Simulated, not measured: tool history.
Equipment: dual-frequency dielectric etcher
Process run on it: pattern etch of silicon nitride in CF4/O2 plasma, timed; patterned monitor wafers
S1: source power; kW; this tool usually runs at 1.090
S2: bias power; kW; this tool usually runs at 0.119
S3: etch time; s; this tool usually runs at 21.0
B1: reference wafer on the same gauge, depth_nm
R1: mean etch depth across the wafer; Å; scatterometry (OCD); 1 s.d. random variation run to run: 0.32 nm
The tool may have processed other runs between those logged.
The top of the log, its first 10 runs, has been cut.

| run | day | S1 | S2 | S3 | B1 | R1 |
|---|---|---|---|---|---|---|
|  | 29.025 | bias power generator calibrated |
| 11 | 29.596 | 1.090 | 0.119 | 21.0 | 78.2 | 763 |
|  | 32.354 | source power generator calibrated |
| 12 | 32.375 | 1.330 | 0.119 | 21.0 | 78.1 | 962 |
| 13 | 34.500 | 1.090 | 0.119 | 21.0 | 78.0 | 777 |
| 14 | 36.088 | 1.190 | 0.134 | 21.0 | 78.0 | 896 |
|  | 38.775 | upper electrode replaced, of another model than before |
| 15 | 38.825 | 1.090 | 0.119 | 21.0 | 78.2 | 779 |
|  | 39.867 | wet clean of the chamber |
| 16 | 40.775 | 1.090 | 0.119 | 15.5 | 78.1 | 567 |
| 17 | 43.450 | 0.830 | 0.109 | 26.0 | 77.9 | 540 |
| 18 | 45.292 | 1.090 | 0.092 | 21.0 | 78.0 | 637 |
|  | 49.150 | gauge calibrated |
| 19 | 53.025 | 1.000 | 0.094 | 16.5 | 78.0 | 439 |
| 20 | 55.767 | 1.090 | 0.097 | 21.0 | 78.1 | 658 |
|  | 58.179 | wet clean of the chamber |
| 21 | 58.200 | 1.090 | 0.090 | 15.5 | 78.0 | 462 |
| 22 | 59.558 | 1.090 | 0.119 | 21.0 | 78.1 | 758 |
| 23 | 62.392 | 1.090 | 0.119 | 21.0 | 78.2 | 758 |
| 24 | 63.675 | 1.090 | 0.145 | 21.0 | 78.1 | 859 |
| 25 | 68.817 | 1.090 | 0.119 | 21.0 | 78.1 | 757 |
| 26 | 70.308 | 0.860 | 0.109 | 21.0 | 78.1 | 459 |
| 27 | 71.629 | 1.090 | 0.101 | 21.0 | 78.1 | 669 |
| 28 | 74.317 | 1.090 | 0.119 | 27.0 | 78.2 | 966 |
| 29 | 75.846 | 1.090 | 0.107 | 15.0 | 78.2 | 495 |
| 30 | 77.721 | 1.090 | 0.119 | 21.0 | 78.1 | 751 |

4 options for the next run, each taken on its own from the tool as it stands now. Forecast them:
| A | 77.738 | 1.090 | 0.119 | 21.0 | ? | ? |
| B | 77.738 | 1.360 | 0.145 | 16.5 | ? | ? |
| C | 77.738 | 1.260 | 0.111 | 24.5 | ? | ? |
| D | 77.738 | 1.090 | 0.130 | 24.5 | ? | ? |

| run | B1 | R1 |
|---|---|---|
| A | 78.0 | 746 |
| B | 78.0 | 921 |
| C | 78.0 | 1039 |
| D | 78.0 | 921 |
The same runs, with their run-to-run variation unchanged, on a tool lacking any hidden condition would have given:
| run | R1 |
|---|---|
| A | 780 |
| B | 964 |
| C | 1087 |
| D | 963 |

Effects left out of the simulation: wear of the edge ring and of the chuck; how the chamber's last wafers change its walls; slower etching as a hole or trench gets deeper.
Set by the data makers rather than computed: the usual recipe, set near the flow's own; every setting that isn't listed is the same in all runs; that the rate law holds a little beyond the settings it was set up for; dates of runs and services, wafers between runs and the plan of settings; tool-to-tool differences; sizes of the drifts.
